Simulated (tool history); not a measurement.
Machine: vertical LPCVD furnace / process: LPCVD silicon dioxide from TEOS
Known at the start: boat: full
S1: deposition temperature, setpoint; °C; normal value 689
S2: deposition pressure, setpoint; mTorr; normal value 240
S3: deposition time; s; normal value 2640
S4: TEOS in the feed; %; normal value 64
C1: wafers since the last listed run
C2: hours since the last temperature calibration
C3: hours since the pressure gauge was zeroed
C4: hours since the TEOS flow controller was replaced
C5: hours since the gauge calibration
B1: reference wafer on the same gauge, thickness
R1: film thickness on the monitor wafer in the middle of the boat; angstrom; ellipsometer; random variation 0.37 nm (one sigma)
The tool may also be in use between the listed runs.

Run 1, hour 0: usual settings; C1 0; C2 4658.3; C3 2680.5; C4 5932.4; C5 76.4; B1 230. Result: R1 2295.1 angstrom.
Run 2, hour 23: usual settings; C1 367; C2 4681.3; C3 2703.5; C4 5955.4; C5 99.4; B1 230.04. Result: R1 2299.2 angstrom.
Run 3, hour 45.9: usual settings but S1 686 °C; C1 366; C2 4704.2; C3 2726.4; C4 5978.3; C5 122.3; B1 230. Result: R1 2142.6 angstrom.
Run 4, hour 73.4: usual settings but S1 686 °C; C1 439; C2 4731.7; C3 2753.9; C4 6005.8; C5 149.8; B1 230.02. Result: R1 2140 angstrom.
Run 5, hour 87.6: usual settings but S1 686 °C; C1 227; C2 4745.9; C3 2768.1; C4 6020; C5 164; B1 229.96. Result: R1 2140 angstrom.
At hour 131.6: TEOS flow controller replaced.
Run 6, hour 132.1: usual settings but S3 3450 s; C1 327; C2 4790.4; C3 2812.6; C4 0.5; C5 208.5; B1 230.03. Result: R1 3009.2 angstrom.
Run 7, hour 136.1: usual settings but S3 3450 s; C1 63; C2 4794.4; C3 2816.6; C4 4.5; C5 212.5; B1 230. Result: R1 2999.7 angstrom.
At hour 178.3: thermocouples replaced and temperature profile calibrated.
Run 8, hour 178.8: usual settings but S3 2130 s, S4 57 %; C1 299; C2 0.5; C3 2859.3; C4 47.2; C5 255.2; B1 230.06. Result: R1 1835.1 angstrom.
Run 9, hour 182.9: usual settings but S4 69 %; C1 65; C2 4.6; C3 2863.4; C4 51.3; C5 259.3; B1 230.04. Result: R1 2504.8 angstrom.
At hour 190.7: gauge calibrated.
Run 10, hour 194.8: usual settings but S4 74 %; C1 190; C2 16.5; C3 2875.3; C4 63.2; C5 4.1; B1 230.08. Result: R1 2583.5 angstrom.
Run 11, hour 228.4: usual settings; C1 537; C2 50.1; C3 2908.9; C4 96.8; C5 37.7; B1 230.06. Result: R1 2411.8 angstrom.
At hour 252.9: thermocouples replaced and temperature profile calibrated, repeated, since the last time left the tool worse.
At hour 260: pressure gauge zeroed.
Run 12, hour 260.5: usual settings but S1 680 °C, S2 220 mTorr, S3 3600 s, S4 55 %; C1 16; C2 7.6; C3 0.5; C4 128.9; C5 69.8; B1 229.89. Result: R1 2094.4 angstrom.
Run 13, hour 278.6: usual settings but S1 696 °C, S2 205 mTorr, S3 1920 s, S4 53 %; C1 289; C2 25.7; C3 18.6; C4 147; C5 87.9; B1 229.99. Result: R1 1548.2 angstrom.
Run 14, hour 385: usual settings but S1 698 °C, S2 295 mTorr, S3 3600 s; C1 1702; C2 132.1; C3 125; C4 253.4; C5 194.3; B1 230.05. Result: R1 4026.3 angstrom.

Here are 5 independent what-if runs from the current tool condition. What would each one return?
Run A, hour 389.1: usual settings but S2 255 mTorr; C1 65; C2 136.2; C3 129.1; C4 257.5; C5 198.4; B1 ?. Result: R1 ?.
Run B, hour 389.1: usual settings but S2 270 mTorr, S3 2370 s; C1 65; C2 136.2; C3 129.1; C4 257.5; C5 198.4; B1 ?. Result: R1 ?.
Run C, hour 389.1: usual settings but S1 699 °C; C1 65; C2 136.2; C3 129.1; C4 257.5; C5 198.4; B1 ?. Result: R1 ?.
Run D, hour 389.1: usual settings but S1 694 °C, S3 3390 s; C1 65; C2 136.2; C3 129.1; C4 257.5; C5 198.4; B1 ?. Result: R1 ?.
Run E, hour 389.1: usual settings but S1 678 °C, S3 1980 s, S4 53 %; C1 65; C2 136.2; C3 129.1; C4 257.5; C5 198.4; B1 ?. Result: R1 ?.

run      B1      R1
  A  229.97  2223.5
  B  229.97    2054
  C  229.97  2729.4
  D  229.97  3117.7
  E  229.97  1129.9
Take away the tool's hidden state, keep each run's random variation, and the runs would have read:
run      R1
  A  2202.7
  B  2034.7
  C  2704.4
  D  3088.8
  E  1119.1
